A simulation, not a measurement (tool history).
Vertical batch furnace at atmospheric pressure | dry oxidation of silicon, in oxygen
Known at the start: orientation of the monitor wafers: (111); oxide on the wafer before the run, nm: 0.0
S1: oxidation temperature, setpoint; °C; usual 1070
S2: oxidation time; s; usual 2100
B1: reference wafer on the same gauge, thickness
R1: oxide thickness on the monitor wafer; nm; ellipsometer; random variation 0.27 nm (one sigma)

{"run": 1, "hour": 0.0, "S1": 1070, "S2": 2100, "B1": 91.41, "R1": 78.23}
{"run": 2, "hour": 93.6, "S1": 1070, "S2": 2100, "B1": 91.45, "R1": 78}
{"run": 3, "hour": 130.5, "S1": 1063, "S2": 2370, "B1": 91.27, "R1": 80.37}
{"run": 4, "hour": 181.4, "S1": 1063, "S2": 2370, "B1": 91.31, "R1": 80.63}
{"run": 5, "hour": 264.1, "S1": 1063, "S2": 2370, "B1": 91.3, "R1": 80.24}
{"run": 6, "hour": 347.2, "S1": 1070, "S2": 2100, "B1": 91.39, "R1": 77.2}
{"run": 7, "hour": 453.5, "S1": 1088, "S2": 2520, "B1": 91.27, "R1": 98.58}
{"run": 8, "hour": 558.3, "S1": 1070, "S2": 1650, "B1": 91.22, "R1": 66.47}
{"run": 9, "hour": 647.8, "S1": 1070, "S2": 1650, "B1": 91.28, "R1": 66.43}
{"run": 10, "hour": 730.4, "S1": 1070, "S2": 2100, "B1": 91.36, "R1": 77.47}
{"run": 11, "hour": 778.1, "S1": 1070, "S2": 2100, "B1": 91.3, "R1": 77.41}
{"run": 12, "hour": 883.9, "S1": 1070, "S2": 2670, "B1": 91.3, "R1": 90.11}
{"run": 13, "hour": 957.9, "S1": 1070, "S2": 2670, "B1": 91.26, "R1": 90.49}
{"hour": 1114.5, "done": "thermocouples replaced and temperature profile calibrated"}
{"run": 14, "hour": 1204.9, "S1": 1070, "S2": 2670, "B1": 91.3, "R1": 89.69}
{"run": 15, "hour": 1265.0, "S1": 1070, "S2": 2100, "B1": 91.18, "R1": 77.13}
{"run": 16, "hour": 1319.8, "S1": 1070, "S2": 2100, "B1": 91.23, "R1": 77.35}
{"run": 17, "hour": 1420.7, "S1": 1070, "S2": 2100, "B1": 91.37, "R1": 77.23}
{"run": 18, "hour": 1481.6, "S1": 1070, "S2": 2100, "B1": 91.37, "R1": 76.55}
{"run": 19, "hour": 1550.5, "S1": 1070, "S2": 2100, "B1": 91.26, "R1": 76.91}
{"hour": 1587.2, "done": "gauge calibrated"}
{"run": 20, "hour": 1728.6, "S1": 1091, "S2": 1800, "B1": 91.23, "R1": 80.41}
{"run": 21, "hour": 1787.8, "S1": 1048, "S2": 2400, "B1": 91.43, "R1": 73.64}
{"run": 22, "hour": 1843.7, "S1": 1059, "S2": 2100, "B1": 91.31, "R1": 71.9}
{"run": 23, "hour": 1931.2, "S1": 1070, "S2": 2100, "B1": 91.25, "R1": 76.72}
{"run": 24, "hour": 2006.5, "S1": 1070, "S2": 2100, "B1": 91.29, "R1": 76.84}
{"run": 25, "hour": 2092.1, "S1": 1070, "S2": 2100, "B1": 91.3, "R1": 76.62}
{"run": 26, "hour": 2183.6, "S1": 1093, "S2": 1650, "B1": 91.36, "R1": 76.79}
{"hour": 2289.9, "done": "boat lift adjusted"}
{"run": 27, "hour": 2290.4, "S1": 1083, "S2": 1200, "B1": 91.18, "R1": 60.21}
{"run": 28, "hour": 2379.8, "S1": 1070, "S2": 2100, "B1": 91.26, "R1": 78.77}
{"run": 29, "hour": 2485.2, "S1": 1058, "S2": 3090, "B1": 91.21, "R1": 92.66}
{"run": 30, "hour": 2532.2, "S1": 1070, "S2": 2100, "B1": 91.29, "R1": 78.38}
{"run": 31, "hour": 2576.9, "S1": 1070, "S2": 2100, "B1": 91.25, "R1": 78.8}
{"run": 32, "hour": 2639.6, "S1": 1081, "S2": 2850, "B1": 91.3, "R1": 102.6}
{"run": 33, "hour": 2718.7, "S1": 1060, "S2": 2550, "B1": 91.24, "R1": 83.44}
{"run": 34, "hour": 2799.8, "S1": 1049, "S2": 2430, "B1": 91.14, "R1": 75.44}
{"run": 35, "hour": 2863.9, "S1": 1052, "S2": 1260, "B1": 91.28, "R1": 50.82}
{"run": 36, "hour": 2943.2, "S1": 1092, "S2": 1650, "B1": 91.28, "R1": 79.34}
{"run": 37, "hour": 3012.3, "S1": 1070, "S2": 2100, "B1": 91.29, "R1": 78.24}
{"run": 38, "hour": 3087.7, "S1": 1049, "S2": 3060, "B1": 91.32, "R1": 88.01}

Measured less the same run without the tool's hidden state. The same run-to-run variation is in both; the gauge's scatter may not be:
The hidden state here: true tube temperature minus thermocouple reading, K; monitor wafer colder than the profiled boat position, K; gauge reads high (%).
run=1 R1=-0.8
run=2 R1=-0.85
run=3 R1=-0.85
run=4 R1=-0.88
run=5 R1=-0.92
run=6 R1=-0.97
run=7 R1=-1.42
run=8 R1=-0.96
run=9 R1=-1.01
run=10 R1=-1.2
run=11 R1=-1.23
run=12 R1=-1.47
run=13 R1=-1.54
run=14 R1=-1.72
run=15 R1=-1.55
run=16 R1=-1.59
run=17 R1=-1.67
run=18 R1=-1.7
run=19 R1=-1.76
run=20 R1=-2.22
run=21 R1=-1.7
run=22 R1=-1.75
run=23 R1=-2.06
run=24 R1=-2.13
run=25 R1=-2.2
run=26 R1=-2.55
run=27 R1=-0.19
run=28 R1=-0.21
run=29 R1=-0.24
run=30 R1=-0.21
run=31 R1=-0.22
run=32 R1=-0.3
run=33 R1=-0.23
run=34 R1=-0.21
run=35 R1=-0.15
run=36 R1=-0.28
run=37 R1=-0.26
run=38 R1=-0.27
